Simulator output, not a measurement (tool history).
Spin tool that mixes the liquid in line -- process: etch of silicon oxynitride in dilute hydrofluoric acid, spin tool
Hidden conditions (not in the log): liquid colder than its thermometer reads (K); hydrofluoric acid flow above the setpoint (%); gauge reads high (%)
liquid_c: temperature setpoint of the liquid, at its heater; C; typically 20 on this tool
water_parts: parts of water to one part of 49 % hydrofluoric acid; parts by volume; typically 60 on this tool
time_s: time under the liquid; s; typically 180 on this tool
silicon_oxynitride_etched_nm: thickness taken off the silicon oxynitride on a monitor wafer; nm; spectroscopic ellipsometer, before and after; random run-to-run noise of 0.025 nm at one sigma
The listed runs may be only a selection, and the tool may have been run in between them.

run     day  liquid_c  water_parts  time_s  wafers since the last listed run  hours since the thermometer was replaced  hours since the hydrofluoric acid flow meter was replaced  hours since the gauge calibration  read-back film thickness of the silicon oxynitride reference wafer, read on the same gauge (nm)  silicon_oxynitride_etched_nm
  1       0        20           60     180                                 0                                     578.8                                                      825.7                              134.9                                                                                           50.005                         4.457
  2   0.767        20           60     180                               157                                     597.2                                                      844.1                              153.3                                                                                           50.013                         4.459
  3   2.242        20           60     180                               302                                     632.6                                                      879.5                              188.7                                                                                            49.99                          4.45
  4   5.262        20           55     180                               620                                     705.1                                                        952                              261.2                                                                                           49.988                          4.93
  5   6.058        20           60     180                               163                                     724.2                                                      971.1                              280.3                                                                                           50.015                         4.532
  6   6.921        20           60     180                               177                                     744.9                                                      991.8                                301                                                                                           50.014                         4.532
  7   8.133        20           60     180                               248                                       774                                                     1020.9                              330.1                                                                                           50.014                         4.479
  8   8.783        18           85     180                               133                                     789.6                                                     1036.5                              345.7                                                                                           49.985                          2.85
  9   9.588        18           85     180                               165                                     808.9                                                     1055.8                                365                                                                                           50.034                         2.841
 10  10.862        18           85     180                               261                                     839.5                                                     1086.4                              395.6                                                                                           50.007                         2.874
 11  11.542        20           60     180                               139                                     855.8                                                     1102.7                              411.9                                                                                           50.016                         4.565
     12.012  -- thermometer replaced
 12  12.258        20           60     180                               138                                       5.9                                                     1119.9                              429.1                                                                                           49.978                         4.569
 13    16.3        20           60     215                               829                                     102.9                                                     1216.9                              526.1                                                                                           50.001                         5.515
 14  17.762        20           60     215                               300                                       138                                                       1252                              561.2                                                                                           49.972                         5.446
 15  20.975        20           60     215                               659                                     215.1                                                     1329.1                              638.3                                                                                           50.029                         5.483
 16  22.042      23.5           60      85                               219                                     240.7                                                     1354.7                              663.9                                                                                           50.003                          2.63
 17  23.083        22           85     180                               213                                     265.7                                                     1379.7                              688.9                                                                                           50.003                         3.594
 18  24.517      23.5           60     180                               294                                     300.1                                                     1414.1                              723.3                                                                                           49.966                          5.52
 19  25.696        20           60     255                               242                                     328.4                                                     1442.4                              751.6                                                                                            50.01                         6.556
 20  26.354        20           85     180                               135                                     344.2                                                     1458.2                              767.4                                                                                           49.981                         3.245
 21  27.271        20           60     125                               188                                     366.2                                                     1480.2                              789.4                                                                                           50.006                         3.239
 22  28.358        20           60     210                               223                                     392.3                                                     1506.3                              815.5                                                                                           49.983                         5.504
     28.954  -- hydrofluoric acid flow meter replaced
 23  29.692        20           80     275                               265                                     424.3                                                       17.7                              847.5                                                                                           50.007                         4.768
     30.342  -- gauge calibrated
 24  30.721        20           35     180                               211                                       449                                                       42.4                                9.1                                                                                           49.992                         7.404
 25  31.988        17           80      95                               260                                     479.4                                                       72.8                               39.5                                                                                           49.991                         1.419
 26  32.946        20           60     180                               196                                     502.4                                                       95.8                               62.5                                                                                           50.011                         4.244
 27  34.358        17           60     180                               290                                     536.3                                                      129.7                               96.4                                                                                           49.987                         3.668
 28  34.908        20           60     180                               112                                     549.5                                                      142.9                              109.6                                                                                           50.004                         4.265
 29  35.771        20           60     180                               177                                     570.2                                                      163.6                              130.3                                                                                           49.993                         4.218
 30  36.704        18           60      95                               191                                     592.6                                                        186                              152.7                                                                                            50.03                          2.03
 31  37.808        20           60     180                               226                                     619.1                                                      212.5                              179.2                                                                                           49.995                         4.294
 32  38.858        20           60     180                               215                                     644.3                                                      237.7                              204.4                                                                                           49.983                         4.274
 33   39.55        20           35     210                               142                                     660.9                                                      254.3                                221                                                                                           49.965                         8.695

Give the tool's hidden conditions for every run:
liquid colder than its thermometer reads (K): 0, the same for each run
gauge reads high (%): 0, the same for each run
H1: hydrofluoric acid flow above the setpoint (%)
run    H1
  1  7.42
  2  7.56
  3  7.82
  4  8.35
  5  8.49
  6  8.65
  7  8.86
  8  8.98
  9  9.12
 10  9.35
 11  9.47
 12  9.59
 13  10.3
 14  10.6
 15  11.1
 16  11.3
 17  11.5
 18  11.8
 19    12
 20  12.1
 21  12.3
 22  12.4
 23  1.55
 24  1.73
 25  1.95
 26  2.12
 27  2.37
 28  2.47
 29  2.62
 30  2.79
 31  2.98
 32  3.17
 33  3.29

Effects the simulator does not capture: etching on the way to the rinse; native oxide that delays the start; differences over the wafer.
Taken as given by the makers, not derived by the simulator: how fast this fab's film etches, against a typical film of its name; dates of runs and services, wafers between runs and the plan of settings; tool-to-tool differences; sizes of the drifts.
